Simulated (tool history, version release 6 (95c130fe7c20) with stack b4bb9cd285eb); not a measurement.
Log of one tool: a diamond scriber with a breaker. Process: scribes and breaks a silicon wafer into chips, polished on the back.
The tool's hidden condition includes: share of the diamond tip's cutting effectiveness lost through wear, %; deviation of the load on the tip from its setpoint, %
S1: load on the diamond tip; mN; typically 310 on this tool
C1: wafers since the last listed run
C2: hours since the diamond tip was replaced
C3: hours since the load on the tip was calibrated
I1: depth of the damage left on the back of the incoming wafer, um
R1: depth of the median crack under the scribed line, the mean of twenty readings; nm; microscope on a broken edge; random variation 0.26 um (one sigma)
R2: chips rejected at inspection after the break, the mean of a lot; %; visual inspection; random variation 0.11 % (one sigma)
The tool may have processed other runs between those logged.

{"run": 1, "hour": 0.0, "S1": 346, "C1": 0, "C2": 534.3, "C3": 599.5, "I1": 0.03, "R1": 13050, "R2": 2.57}
{"run": 2, "hour": 72.7, "S1": 346, "C1": 260, "C2": 607.0, "C3": 672.2, "I1": 0.03, "R1": 12380, "R2": 3.6}
{"run": 3, "hour": 133.3, "S1": 346, "C1": 217, "C2": 667.6, "C3": 732.8, "I1": 0.01, "R1": 12690, "R2": 5.01}
{"hour": 165.5, "done": "diamond tip replaced by a new one"}
{"run": 4, "hour": 174.5, "S1": 310, "C1": 140, "C2": 9.0, "C3": 774.0, "I1": 0.04, "R1": 13270, "R2": 1.83}
{"run": 5, "hour": 274.7, "S1": 310, "C1": 359, "C2": 109.2, "C3": 874.2, "I1": 0.03, "R1": 13250, "R2": 2.23}
{"run": 6, "hour": 471.4, "S1": 310, "C1": 705, "C2": 305.9, "C3": 1070.9, "I1": 0.04, "R1": 12510, "R2": 5.03}
{"run": 7, "hour": 525.4, "S1": 310, "C1": 193, "C2": 359.9, "C3": 1124.9, "I1": 0.05, "R1": 12190, "R2": 6.19}
{"run": 8, "hour": 613.8, "S1": 310, "C1": 316, "C2": 448.3, "C3": 1213.3, "I1": 0.03, "R1": 11360, "R2": 7.9}
{"run": 9, "hour": 718.2, "S1": 251, "C1": 374, "C2": 552.7, "C3": 1317.7, "I1": 0.02, "R1": 9630, "R2": 37.83}
{"run": 10, "hour": 789.2, "S1": 361, "C1": 254, "C2": 623.7, "C3": 1388.7, "I1": 0.02, "R1": 12820, "R2": 2.86}
{"hour": 855.3, "done": "diamond tip replaced by a new one"}
{"run": 11, "hour": 889.9, "S1": 310, "C1": 353, "C2": 34.6, "C3": 1489.4, "I1": 0.01, "R1": 12870, "R2": 2.18}
{"run": 12, "hour": 928.7, "S1": 268, "C1": 139, "C2": 73.4, "C3": 1528.2, "I1": 0.03, "R1": 11520, "R2": 12.79}

For run 13, what comes out?
{"hour": 965.4, "done": "load on the tip recalibrated"}
{"run": 13, "hour": 966.7, "S1": 219, "C1": 129, "C2": 111.4, "C3": 1.3, "I1": 0.04, "R1": "?", "R2": "?"}

Run 13 gave R1 8670 nm, R2 46.71 %.
Minus the tool's unlogged condition, the same run would have read R1 9130 nm, R2 37.83 %.

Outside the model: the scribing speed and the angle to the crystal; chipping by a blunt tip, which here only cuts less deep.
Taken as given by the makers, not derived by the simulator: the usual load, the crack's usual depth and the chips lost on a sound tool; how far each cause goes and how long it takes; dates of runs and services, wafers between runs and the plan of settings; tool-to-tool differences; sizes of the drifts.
